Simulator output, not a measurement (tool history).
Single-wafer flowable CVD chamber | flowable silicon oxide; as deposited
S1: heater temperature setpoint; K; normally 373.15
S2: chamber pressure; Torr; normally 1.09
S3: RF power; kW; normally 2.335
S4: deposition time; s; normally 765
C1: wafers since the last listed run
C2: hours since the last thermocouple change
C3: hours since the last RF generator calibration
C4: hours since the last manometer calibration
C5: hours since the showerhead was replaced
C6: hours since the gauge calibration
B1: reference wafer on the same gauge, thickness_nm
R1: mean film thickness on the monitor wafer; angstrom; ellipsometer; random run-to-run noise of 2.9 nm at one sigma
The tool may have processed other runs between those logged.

{"run": 1, "hour": 0.0, "S1": 373.15, "S2": 1.09, "S3": 2.335, "S4": 799, "C1": 0, "C2": 1016.3, "C3": 392.9, "C4": 546.8, "C5": 6226.4, "C6": 1162.6, "B1": 845.431, "R1": 8161.82}
{"run": 2, "hour": 90.1, "S1": 373.15, "S2": 1.09, "S3": 2.335, "S4": 799, "C1": 189, "C2": 1106.4, "C3": 483, "C4": 636.9, "C5": 6316.5, "C6": 1252.7, "B1": 845.436, "R1": 8105.24}
{"run": 3, "hour": 143.2, "S1": 373.15, "S2": 1.09, "S3": 2.335, "S4": 799, "C1": 111, "C2": 1159.5, "C3": 536.1, "C4": 690, "C5": 6369.6, "C6": 1305.8, "B1": 845.572, "R1": 8159.9}
{"run": 4, "hour": 244.3, "S1": 373.15, "S2": 1.09, "S3": 2.43, "S4": 765, "C1": 212, "C2": 1260.6, "C3": 637.2, "C4": 791.1, "C5": 6470.7, "C6": 1406.9, "B1": 844.969, "R1": 7915.95}
{"run": 5, "hour": 291.5, "S1": 373.15, "S2": 1.09, "S3": 2.43, "S4": 765, "C1": 99, "C2": 1307.8, "C3": 684.4, "C4": 838.3, "C5": 6517.9, "C6": 1454.1, "B1": 844.672, "R1": 7878.44}
{"run": 6, "hour": 381.8, "S1": 373.15, "S2": 1.09, "S3": 2.43, "S4": 765, "C1": 190, "C2": 1398.1, "C3": 774.7, "C4": 928.6, "C5": 6608.2, "C6": 1544.4, "B1": 844.978, "R1": 7868.55}
{"run": 7, "hour": 421.2, "S1": 373.15, "S2": 1.09, "S3": 2.455, "S4": 814, "C1": 82, "C2": 1437.5, "C3": 814.1, "C4": 968, "C5": 6647.6, "C6": 1583.8, "B1": 845.411, "R1": 8397.75}
{"hour": 464.5, "done": "capacitance manometer re-zeroed and calibrated"}
{"run": 8, "hour": 527.4, "S1": 373.15, "S2": 1.09, "S3": 2.335, "S4": 765, "C1": 206, "C2": 1543.7, "C3": 920.3, "C4": 62.9, "C5": 6753.8, "C6": 1690, "B1": 844.053, "R1": 7826.53}
{"run": 9, "hour": 621.2, "S1": 373.15, "S2": 1.09, "S3": 2.335, "S4": 765, "C1": 197, "C2": 1637.5, "C3": 1014.1, "C4": 156.7, "C5": 6847.6, "C6": 1783.8, "B1": 844.711, "R1": 7735.66}
{"hour": 879.5, "done": "gauge calibrated"}
{"run": 10, "hour": 880.5, "S1": 366.15, "S2": 1.09, "S3": 2.335, "S4": 765, "C1": 546, "C2": 1896.8, "C3": 1273.4, "C4": 416, "C5": 7106.9, "C6": 1, "B1": 844.808, "R1": 10007.98}
{"hour": 913.7, "done": "showerhead replaced, of another model than before"}
{"run": 11, "hour": 959.8, "S1": 366.15, "S2": 1.09, "S3": 2.335, "S4": 765, "C1": 150, "C2": 1976.1, "C3": 1352.7, "C4": 495.3, "C5": 46.1, "C6": 80.3, "B1": 844.809, "R1": 10139.55}
{"run": 12, "hour": 1059.5, "S1": 373.15, "S2": 1.09, "S3": 2.535, "S4": 765, "C1": 209, "C2": 2075.8, "C3": 1452.4, "C4": 595, "C5": 145.8, "C6": 180, "B1": 845.284, "R1": 7893.45}
{"run": 13, "hour": 1097.1, "S1": 377.15, "S2": 0.83, "S3": 2.55, "S4": 884, "C1": 79, "C2": 2113.4, "C3": 1490, "C4": 632.6, "C5": 183.4, "C6": 217.6, "B1": 844.708, "R1": 6576.48}
{"hour": 1172.8, "done": "thermocouple changed; heater temperature recalibrated"}
{"run": 14, "hour": 1187.7, "S1": 379.15, "S2": 0.9, "S3": 2.335, "S4": 765, "C1": 173, "C2": 14.9, "C3": 1580.6, "C4": 723.2, "C5": 274, "C6": 308.2, "B1": 845.634, "R1": 5437.93}
{"run": 15, "hour": 1241.5, "S1": 373.15, "S2": 1.16, "S3": 2.115, "S4": 765, "C1": 113, "C2": 68.7, "C3": 1634.4, "C4": 777, "C5": 327.8, "C6": 362, "B1": 846.093, "R1": 7870.93}
{"hour": 1299.7, "done": "RF generator calibrated"}
{"run": 16, "hour": 1310.4, "S1": 373.15, "S2": 1.09, "S3": 1.99, "S4": 765, "C1": 128, "C2": 137.6, "C3": 10.7, "C4": 845.9, "C5": 396.7, "C6": 430.9, "B1": 845.27, "R1": 7658.96}
{"run": 17, "hour": 1406.6, "S1": 373.15, "S2": 1.09, "S3": 2.335, "S4": 765, "C1": 202, "C2": 233.8, "C3": 106.9, "C4": 942.1, "C5": 492.9, "C6": 527.1, "B1": 845.781, "R1": 7916.51}
{"run": 18, "hour": 1443.8, "S1": 385.15, "S2": 1.09, "S3": 2.185, "S4": 908, "C1": 78, "C2": 271, "C3": 144.1, "C4": 979.3, "C5": 530.1, "C6": 564.3, "B1": 844.806, "R1": 5944.17}
{"run": 19, "hour": 1536.9, "S1": 380.15, "S2": 1, "S3": 2.335, "S4": 653, "C1": 196, "C2": 364.1, "C3": 237.2, "C4": 1072.4, "C5": 623.2, "C6": 657.4, "B1": 845.658, "R1": 4864.65}
{"hour": 1557.2, "done": "capacitance manometer re-zeroed and calibrated"}
{"run": 20, "hour": 1659.7, "S1": 373.15, "S2": 1.32, "S3": 2.335, "S4": 765, "C1": 241, "C2": 486.9, "C3": 360, "C4": 102.5, "C5": 746, "C6": 780.2, "B1": 845.237, "R1": 8953.46}
{"run": 21, "hour": 1753.8, "S1": 360.15, "S2": 1.09, "S3": 2.335, "S4": 683, "C1": 198, "C2": 581, "C3": 454.1, "C4": 196.6, "C5": 840.1, "C6": 874.3, "B1": 844.432, "R1": 11248.77}
{"run": 22, "hour": 1807.4, "S1": 377.15, "S2": 0.83, "S3": 2.55, "S4": 884, "C1": 112, "C2": 634.6, "C3": 507.7, "C4": 250.2, "C5": 893.7, "C6": 927.9, "B1": 844.552, "R1": 6654.19}
{"run": 23, "hour": 1908.8, "S1": 373.15, "S2": 1.09, "S3": 2.335, "S4": 765, "C1": 213, "C2": 736, "C3": 609.1, "C4": 351.6, "C5": 995.1, "C6": 1029.3, "B1": 844.902, "R1": 7863.11}
{"run": 24, "hour": 1979.9, "S1": 373.15, "S2": 1.09, "S3": 2.335, "S4": 765, "C1": 149, "C2": 807.1, "C3": 680.2, "C4": 422.7, "C5": 1066.2, "C6": 1100.4, "B1": 845.812, "R1": 7839.04}
{"run": 25, "hour": 2042.4, "S1": 373.15, "S2": 1.26, "S3": 2.535, "S4": 765, "C1": 131, "C2": 869.6, "C3": 742.7, "C4": 485.2, "C5": 1128.7, "C6": 1162.9, "B1": 845.452, "R1": 8751.63}

Below are 3 alternative next runs, each starting from the tool's condition after run 25. Predict each:
{"run": "A", "hour": 2043.0, "S1": 367.15, "S2": 1.09, "S3": 2.335, "S4": 765, "C1": 1, "C2": 870.2, "C3": 743.3, "C4": 485.8, "C5": 1129.3, "C6": 1163.5, "B1": "?", "R1": "?"}
{"run": "B", "hour": 2043.0, "S1": 378.15, "S2": 1.09, "S3": 2.335, "S4": 896, "C1": 1, "C2": 870.2, "C3": 743.3, "C4": 485.8, "C5": 1129.3, "C6": 1163.5, "B1": "?", "R1": "?"}
{"run": "C", "hour": 2043.0, "S1": 373.15, "S2": 1.21, "S3": 2.56, "S4": 721, "C1": 1, "C2": 870.2, "C3": 743.3, "C4": 485.8, "C5": 1129.3, "C6": 1163.5, "B1": "?", "R1": "?"}

run=A B1=844.737 R1=9783.85
run=B B1=844.737 R1=7552.49
run=C B1=844.737 R1=7978.87
The same runs, with their run-to-run variation unchanged, on a tool lacking any hidden condition would have given:
run=A R1=9808.9
run=B R1=7571.83
run=C R1=7999.3
